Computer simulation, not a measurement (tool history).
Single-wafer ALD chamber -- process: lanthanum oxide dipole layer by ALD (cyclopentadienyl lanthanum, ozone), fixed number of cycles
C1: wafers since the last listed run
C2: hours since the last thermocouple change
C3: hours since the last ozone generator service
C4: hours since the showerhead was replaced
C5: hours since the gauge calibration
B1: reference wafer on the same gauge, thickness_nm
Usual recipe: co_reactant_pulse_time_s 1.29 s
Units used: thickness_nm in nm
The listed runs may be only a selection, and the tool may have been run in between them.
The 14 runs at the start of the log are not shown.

At day 13.446: thermocouple changed; heater temperature recalibrated.
Run 15, day 13.629: usual settings but co_reactant_pulse_time_s 0.94 s; C1 207; C2 4.4; C3 777.7; C4 3483.6; C5 489.6; B1 0.433. Result: thickness_nm 0.489 nm.
Run 16, day 14.725: usual settings; C1 276; C2 30.7; C3 804.0; C4 3509.9; C5 515.9; B1 0.433. Result: thickness_nm 0.530 nm.
Run 17, day 15.600: usual settings; C1 220; C2 51.7; C3 825.0; C4 3530.9; C5 536.9; B1 0.433. Result: thickness_nm 0.533 nm.
Run 18, day 16.758: usual settings but co_reactant_pulse_time_s 0.91 s; C1 292; C2 79.5; C3 852.8; C4 3558.7; C5 564.7; B1 0.434. Result: thickness_nm 0.481 nm.
Run 19, day 17.525: usual settings but co_reactant_pulse_time_s 1.03 s; C1 193; C2 97.9; C3 871.2; C4 3577.1; C5 583.1; B1 0.433. Result: thickness_nm 0.502 nm.
At day 18.283: showerhead replaced.
Run 20, day 18.783: usual settings but co_reactant_pulse_time_s 1.79 s; C1 233; C2 128.1; C3 901.4; C4 12.0; C5 613.3; B1 0.432. Result: thickness_nm 0.554 nm.
Run 21, day 20.158: usual settings; C1 346; C2 161.1; C3 934.4; C4 45.0; C5 646.3; B1 0.432. Result: thickness_nm 0.533 nm.
Run 22, day 21.412: usual settings but co_reactant_pulse_time_s 1.49 s; C1 316; C2 191.2; C3 964.5; C4 75.1; C5 676.4; B1 0.432. Result: thickness_nm 0.548 nm.
At day 21.804: ozone generator serviced.
Run 23, day 22.425: usual settings but co_reactant_pulse_time_s 1.68 s; C1 171; C2 215.5; C3 14.9; C4 99.4; C5 700.7; B1 0.434. Result: thickness_nm 0.556 nm.
Run 24, day 23.450: usual settings but co_reactant_pulse_time_s 1.14 s; C1 258; C2 240.1; C3 39.5; C4 124.0; C5 725.3; B1 0.433. Result: thickness_nm 0.513 nm.
At day 23.917: gauge calibrated.
Run 25, day 23.996: usual settings; C1 137; C2 253.2; C3 52.6; C4 137.1; C5 1.9; B1 0.433. Result: thickness_nm 0.531 nm.
Run 26, day 24.879: usual settings but co_reactant_pulse_time_s 0.96 s; C1 222; C2 274.4; C3 73.8; C4 158.3; C5 23.1; B1 0.432. Result: thickness_nm 0.491 nm.
Run 27, day 26.321: usual settings but co_reactant_pulse_time_s 1.43 s; C1 363; C2 309.0; C3 108.4; C4 192.9; C5 57.7; B1 0.434. Result: thickness_nm 0.541 nm.
Run 28, day 27.096: usual settings but co_reactant_pulse_time_s 0.80 s; C1 195; C2 327.6; C3 127.0; C4 211.5; C5 76.3; B1 0.433. Result: thickness_nm 0.458 nm.
Run 29, day 28.288: usual settings but co_reactant_pulse_time_s 1.45 s; C1 300; C2 356.2; C3 155.6; C4 240.1; C5 104.9; B1 0.432. Result: thickness_nm 0.547 nm.
Run 30, day 29.050: usual settings; C1 192; C2 374.5; C3 173.9; C4 258.4; C5 123.2; B1 0.433. Result: thickness_nm 0.532 nm.
Run 31, day 30.408: usual settings but co_reactant_pulse_time_s 1.67 s; C1 342; C2 407.1; C3 206.5; C4 291.0; C5 155.8; B1 0.433. Result: thickness_nm 0.557 nm.
Run 32, day 31.796: usual settings but co_reactant_pulse_time_s 1.02 s; C1 349; C2 440.4; C3 239.8; C4 324.3; C5 189.1; B1 0.434. Result: thickness_nm 0.501 nm.
Run 33, day 33.050: usual settings but co_reactant_pulse_time_s 1.52 s; C1 316; C2 470.5; C3 269.9; C4 354.4; C5 219.2; B1 0.433. Result: thickness_nm 0.550 nm.
Run 34, day 34.358: usual settings but co_reactant_pulse_time_s 0.82 s; C1 329; C2 501.9; C3 301.3; C4 385.8; C5 250.6; B1 0.434. Result: thickness_nm 0.462 nm.

Consider 3 possible next runs. They are alternatives, not a sequence: every one starts from the tool as it was left by run 34. What does each give?
Run A, day 34.375: usual settings but co_reactant_pulse_time_s 1.46 s; C1 4; C2 502.3; C3 301.7; C4 386.2; C5 251.0; B1 ?. Result: thickness_nm ?.
Run B, day 34.375: usual settings but co_reactant_pulse_time_s 0.99 s; C1 4; C2 502.3; C3 301.7; C4 386.2; C5 251.0; B1 ?. Result: thickness_nm ?.
Run C, day 34.375: usual settings but co_reactant_pulse_time_s 1.69 s; C1 4; C2 502.3; C3 301.7; C4 386.2; C5 251.0; B1 ?. Result: thickness_nm ?.

run     B1  thickness_nm
  A  0.432         0.545
  B  0.432         0.494
  C  0.432         0.557
Stripped of hidden state, with their random variation kept, the same runs would have yielded:
run  thickness_nm
  A         0.545
  B         0.494
  C         0.557
